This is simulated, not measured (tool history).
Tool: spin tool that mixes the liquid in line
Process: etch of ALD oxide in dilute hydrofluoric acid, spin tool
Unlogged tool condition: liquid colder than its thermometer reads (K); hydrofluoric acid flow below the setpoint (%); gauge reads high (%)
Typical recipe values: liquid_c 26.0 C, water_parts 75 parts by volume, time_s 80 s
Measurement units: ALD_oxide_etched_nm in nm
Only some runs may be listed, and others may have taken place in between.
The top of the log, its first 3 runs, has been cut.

run,hour,liquid_c,water_parts,time_s,wafers since the last listed run,hours since the thermometer was replaced,hours since the hydrofluoric acid flow meter was replaced,hours since the gauge calibration,"read-back film thickness of the ALD oxide reference wafer, read on the same gauge (nm)",ALD_oxide_etched_nm
4,56.2,30.0,75,80,223,1924.1,1112.5,693.2,149.98,21.64
5,90.0,24.5,75,80,319,1957.9,1146.3,727.0,150.02,17.39
6,113.1,24.5,75,80,218,1981.0,1169.4,750.1,149.98,17.34
7,136.8,24.5,75,80,224,2004.7,1193.1,773.8,149.96,17.47
8,167.4,26.0,75,80,289,2035.3,1223.7,804.4,150.00,18.46
9,186.3,26.0,75,80,178,2054.2,1242.6,823.3,149.99,18.21
10,207.5,26.0,75,80,200,2075.4,1263.8,844.5,150.02,18.45
11,235.7,26.0,95,80,266,2103.6,1292.0,872.7,150.01,14.17
12,268.4,26.0,75,80,309,2136.3,1324.7,905.4,150.00,18.39
13,282.2,26.0,75,35,130,2150.1,1338.5,919.2,150.00,8.08
14,315.1,30.5,75,110,311,2183.0,1371.4,952.1,149.98,29.94
15,335.5,28.5,105,60,193,2203.4,1391.8,972.5,149.97,10.42
16,358.1,22.0,105,115,213,2226.0,1414.4,995.1,149.98,15.40
# hour 376.0: thermometer replaced
# hour 381.1: gauge calibrated
17,381.1,26.0,90,80,208,5.1,1437.4,0.0,149.95,14.43
18,400.5,26.0,75,55,183,24.5,1456.8,19.4,150.02,11.94
19,431.0,29.5,75,120,288,55.0,1487.3,49.9,149.99,29.98
20,465.7,29.0,105,80,328,89.7,1522.0,84.6,149.98,13.82
21,477.9,26.0,75,95,115,101.9,1534.2,96.8,150.02,20.77
22,512.9,29.5,95,65,331,136.9,1569.2,131.8,149.98,12.61
23,526.8,23.0,75,80,131,150.8,1583.1,145.7,150.00,15.43
24,543.0,26.0,75,80,153,167.0,1599.3,161.9,149.98,17.44
# hour 565.0: hydrofluoric acid flow meter replaced
25,577.0,26.0,85,80,312,201.0,12.0,195.9,149.98,15.39

Predict the results of run 26:
# hour 582.2: thermometer replaced, repeated, since the last time left the tool worse
26,602.2,26.0,75,80,229,20.0,37.2,221.1,?,?

For run 26 the tool returned read-back film thickness of the ALD oxide reference wafer, read on the same gauge (nm) 149.97, ALD_oxide_etched_nm 19.15 nm.
Were there no unlogged condition in the tool, this run, its random variation unchanged, would have produced ALD_oxide_etched_nm 19.35 nm.

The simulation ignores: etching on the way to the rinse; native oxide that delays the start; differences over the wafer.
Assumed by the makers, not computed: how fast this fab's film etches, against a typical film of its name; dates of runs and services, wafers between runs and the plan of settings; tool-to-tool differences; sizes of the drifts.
